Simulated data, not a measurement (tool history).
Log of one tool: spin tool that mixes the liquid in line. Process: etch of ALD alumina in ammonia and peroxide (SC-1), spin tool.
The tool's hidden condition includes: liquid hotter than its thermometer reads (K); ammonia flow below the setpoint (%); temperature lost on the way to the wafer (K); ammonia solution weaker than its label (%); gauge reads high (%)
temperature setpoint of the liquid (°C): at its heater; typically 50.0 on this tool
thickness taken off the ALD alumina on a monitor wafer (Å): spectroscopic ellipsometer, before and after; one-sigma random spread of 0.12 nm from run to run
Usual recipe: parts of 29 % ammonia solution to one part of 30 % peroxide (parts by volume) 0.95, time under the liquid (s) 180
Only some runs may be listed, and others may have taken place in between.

| run | hour | temperature setpoint of the liquid (°C) | parts of 29 % ammonia solution to one part of 30 % peroxide (parts by volume) | time under the liquid (s) | wafers since the last listed run | hours since the thermometer was replaced | hours since the ammonia flow meter was replaced | hours since the heated supply line was repaired | hours since the drum of ammonia solution was connected | hours since the gauge calibration | read-back film thickness of the ALD alumina reference wafer, read on the same gauge (nm) | thickness taken off the ALD alumina on a monitor wafer (Å) |
|---|---|---|---|---|---|---|---|---|---|---|---|---|
| 1 | 0.0 | 50.0 | 0.95 | 180 | 0 | 1462.8 | 617.9 | 771.7 | 260.7 | 1460.3 | 69.99 | 163.9 |
| 2 | 46.5 | 50.0 | 0.95 | 180 | 229 | 1509.3 | 664.4 | 818.2 | 307.2 | 1506.8 | 69.98 | 162.5 |
| 3 | 93.6 | 50.0 | 0.95 | 180 | 232 | 1556.4 | 711.5 | 865.3 | 354.3 | 1553.9 | 70.02 | 161.5 |
| 4 | 150.7 | 50.0 | 0.95 | 180 | 281 | 1613.5 | 768.6 | 922.4 | 411.4 | 1611.0 | 70.00 | 160.6 |
| 5 | 183.4 | 50.0 | 0.95 | 180 | 161 | 1646.2 | 801.3 | 955.1 | 444.1 | 1643.7 | 70.01 | 161.0 |
|  | 203.7 | new drum of ammonia solution connected |
| 6 | 218.5 | 50.0 | 0.95 | 180 | 168 | 1681.3 | 836.4 | 990.2 | 14.8 | 1678.8 | 70.02 | 160.3 |
| 7 | 264.2 | 50.0 | 0.95 | 180 | 225 | 1727.0 | 882.1 | 1035.9 | 60.5 | 1724.5 | 70.02 | 160.7 |
|  | 322.4 | heated supply line repaired |
| 8 | 327.4 | 50.0 | 0.95 | 180 | 306 | 1790.2 | 945.3 | 5.0 | 123.7 | 1787.7 | 70.04 | 169.9 |
|  | 339.9 | ammonia flow meter replaced |
| 9 | 355.9 | 50.0 | 0.95 | 180 | 135 | 1818.7 | 16.0 | 33.5 | 152.2 | 1816.2 | 69.99 | 169.8 |
| 10 | 384.2 | 55.0 | 0.95 | 215 | 139 | 1847.0 | 44.3 | 61.8 | 180.5 | 1844.5 | 70.01 | 264.0 |
| 11 | 413.8 | 59.0 | 0.70 | 245 | 146 | 1876.6 | 73.9 | 91.4 | 210.1 | 1874.1 | 69.99 | 363.0 |
| 12 | 467.8 | 41.0 | 1.20 | 100 | 266 | 1930.6 | 127.9 | 145.4 | 264.1 | 1928.1 | 69.98 | 58.7 |
|  | 509.7 | gauge calibrated |
| 13 | 514.6 | 50.0 | 0.55 | 245 | 230 | 1977.4 | 174.7 | 192.2 | 310.9 | 4.9 | 70.00 | 218.3 |
| 14 | 555.0 | 50.0 | 0.55 | 95 | 199 | 2017.8 | 215.1 | 232.6 | 351.3 | 45.3 | 69.99 | 85.5 |
| 15 | 598.0 | 50.0 | 0.95 | 180 | 212 | 2060.8 | 258.1 | 275.6 | 394.3 | 88.3 | 70.03 | 168.1 |
| 16 | 667.0 | 58.0 | 0.95 | 180 | 340 | 2129.8 | 327.1 | 344.6 | 463.3 | 157.3 | 70.03 | 258.5 |
| 17 | 697.9 | 42.5 | 0.95 | 225 | 152 | 2160.7 | 358.0 | 375.5 | 494.2 | 188.2 | 70.00 | 138.2 |
|  | 721.8 | new drum of ammonia solution connected |
| 18 | 758.5 | 59.5 | 1.15 | 145 | 294 | 2221.3 | 418.6 | 436.1 | 36.7 | 248.8 | 70.00 | 230.4 |
| 19 | 801.4 | 50.0 | 0.95 | 180 | 211 | 2264.2 | 461.5 | 479.0 | 79.6 | 291.7 | 70.02 | 168.1 |
|  | 814.9 | thermometer replaced |
| 20 | 848.6 | 58.5 | 0.95 | 180 | 227 | 33.7 | 508.7 | 526.2 | 126.8 | 338.9 | 69.98 | 250.4 |
| 21 | 920.2 | 54.0 | 0.80 | 100 | 353 | 105.3 | 580.3 | 597.8 | 198.4 | 410.5 | 70.03 | 108.5 |
| 22 | 952.5 | 56.0 | 1.15 | 135 | 159 | 137.6 | 612.6 | 630.1 | 230.7 | 442.8 | 70.01 | 165.5 |
| 23 | 1018.1 | 50.0 | 0.95 | 180 | 323 | 203.2 | 678.2 | 695.7 | 296.3 | 508.4 | 70.01 | 155.7 |
| 24 | 1050.2 | 52.5 | 1.15 | 225 | 158 | 235.3 | 710.3 | 727.8 | 328.4 | 540.5 | 70.00 | 227.6 |
|  | 1119.5 | new drum of ammonia solution connected |
|  | 1175.8 | ammonia flow meter replaced |
| 25 | 1225.7 | 41.0 | 0.70 | 135 | 856 | 410.8 | 49.9 | 903.3 | 106.2 | 716.0 | 69.97 | 68.2 |

Branching from run 25: 4 alternative next runs. What would each branch give?
| A | 1226.2 | 50.0 | 0.95 | 180 | 2 | 411.3 | 50.4 | 903.8 | 106.7 | 716.5 | ? | ? |
| B | 1226.2 | 54.5 | 1.20 | 180 | 2 | 411.3 | 50.4 | 903.8 | 106.7 | 716.5 | ? | ? |
| C | 1226.2 | 50.0 | 1.10 | 255 | 2 | 411.3 | 50.4 | 903.8 | 106.7 | 716.5 | ? | ? |
| D | 1226.2 | 53.0 | 0.50 | 180 | 2 | 411.3 | 50.4 | 903.8 | 106.7 | 716.5 | ? | ? |

| run | read-back film thickness of the ALD alumina reference wafer, read on the same gauge (nm) | thickness taken off the ALD alumina on a monitor wafer (Å) |
|---|---|---|
| A | 70.05 | 155.1 |
| B | 70.05 | 202.5 |
| C | 70.05 | 222.8 |
| D | 70.05 | 171.9 |
Had the tool no hidden state, the same runs would have come out as:
| run | thickness taken off the ALD alumina on a monitor wafer (Å) |
|---|---|
| A | 162.1 |
| B | 211.5 |
| C | 232.9 |
| D | 179.6 |
